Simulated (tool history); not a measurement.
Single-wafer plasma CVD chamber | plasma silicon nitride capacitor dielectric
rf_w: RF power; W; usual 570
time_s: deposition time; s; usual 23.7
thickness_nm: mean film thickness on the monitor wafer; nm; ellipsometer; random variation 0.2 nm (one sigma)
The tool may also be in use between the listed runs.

run     day  rf_w  time_s  wafers since the last listed run  hours since the last RF generator calibration  hours since the showerhead was replaced  hours since the gauge calibration  read-back reference wafer on the same gauge, thickness_nm  thickness_nm
  1   0.000   570    23.7                                 0                                          811.4                                   6847.7                               69.3                                                     41.137        37.901
  2   1.208   570    23.7                               589                                          840.4                                   6876.7                               98.3                                                     41.086        38.169
  3   1.796   570    23.7                               286                                          854.5                                   6890.8                              112.4                                                     41.062        37.888
  4   3.054   655    23.7                               613                                          884.7                                   6921.0                              142.6                                                     40.975        39.468
  5   3.696   655    23.7                               313                                          900.1                                   6936.4                              158.0                                                     41.031        39.853
  6   4.392   655    23.7                               339                                          916.8                                   6953.1                              174.7                                                     41.183        39.688
  7   5.129   570    23.7                               359                                          934.5                                   6970.8                              192.4                                                     40.999        37.808
  8   5.979   570    23.7                               414                                          954.9                                   6991.2                              212.8                                                     41.143        38.357
  9   6.883   570    23.7                               441                                          976.6                                   7012.9                              234.5                                                     41.099        37.843
 10   7.596   675    21.9                               347                                          993.7                                   7030.0                              251.6                                                     41.125        36.777
 11   8.821   625    20.0                               597                                         1023.1                                   7059.4                              281.0                                                     41.063        32.829
     10.212  -- RF generator calibrated
 12  10.233   460    27.7                               526                                            0.5                                   7093.3                              314.9                                                     41.057        41.720
 13  11.521   570    23.7                               628                                           31.4                                   7124.2                              345.8                                                     41.067        38.333
     12.246  -- gauge calibrated
     12.446  -- showerhead replaced
 14  12.679   570    23.7                               402                                           59.2                                      5.6                               10.4                                                     41.075        37.837
 15  13.888   465    25.9                               589                                           88.2                                     34.6                               39.4                                                     41.076        38.973
 16  15.062   570    23.7                               573                                          116.4                                     62.8                               67.6                                                     41.104        38.184

Run 17 comes next. What will it give?
 17  15.683   600    25.8                               302                                          131.3                                     77.7                               82.5                                                          ?             ?

Run 17 gave read-back reference wafer on the same gauge, thickness_nm 41.055, thickness_nm 41.652 nm.
Without the tool's hidden state the same run would have given thickness_nm 41.652 nm.

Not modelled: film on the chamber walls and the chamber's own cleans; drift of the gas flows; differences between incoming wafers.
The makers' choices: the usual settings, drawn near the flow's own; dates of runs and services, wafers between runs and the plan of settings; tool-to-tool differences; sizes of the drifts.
